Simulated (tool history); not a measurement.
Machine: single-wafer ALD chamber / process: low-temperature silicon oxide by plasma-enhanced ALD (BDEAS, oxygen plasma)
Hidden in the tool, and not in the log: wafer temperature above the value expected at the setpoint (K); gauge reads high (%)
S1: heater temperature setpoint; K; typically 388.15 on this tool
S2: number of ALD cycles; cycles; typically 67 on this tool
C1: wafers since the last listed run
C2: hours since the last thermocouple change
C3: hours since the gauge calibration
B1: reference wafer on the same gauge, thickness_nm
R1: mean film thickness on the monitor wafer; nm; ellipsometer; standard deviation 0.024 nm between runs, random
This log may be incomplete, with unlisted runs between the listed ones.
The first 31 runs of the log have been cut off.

run,hour,S1,S2,C1,C2,C3,B1,R1
32,735.3,378.15,77,139,183.2,632.9,11.122,11.143
# hour 762.2: gauge calibrated
33,768.2,379.15,54,198,216.1,6.0,11.121,7.781
34,860.7,388.15,67,557,308.6,98.5,11.126,9.522
35,878.5,398.15,76,107,326.4,116.3,11.119,10.562
36,906.1,394.15,80,166,354.0,143.9,11.114,11.220
37,927.4,376.15,56,128,375.3,165.2,11.120,8.131
38,950.4,388.15,58,138,398.3,188.2,11.117,8.194
39,981.9,380.15,73,189,429.8,219.7,11.123,10.494
40,1013.1,388.15,67,188,461.0,250.9,11.119,9.493

Here are 4 independent what-if runs from the current tool condition. What would each one return?
A,1013.6,400.15,67,3,461.5,251.4,?,?
B,1013.6,378.15,56,3,461.5,251.4,?,?
C,1013.6,396.15,60,3,461.5,251.4,?,?
D,1013.6,374.15,76,3,461.5,251.4,?,?

run,B1,R1
A,11.125,9.233
B,11.125,8.086
C,11.125,8.340
D,11.125,11.069
What these runs would have given with no unlogged condition in the tool:
run,R1
A,9.246
B,8.097
C,8.352
D,11.099
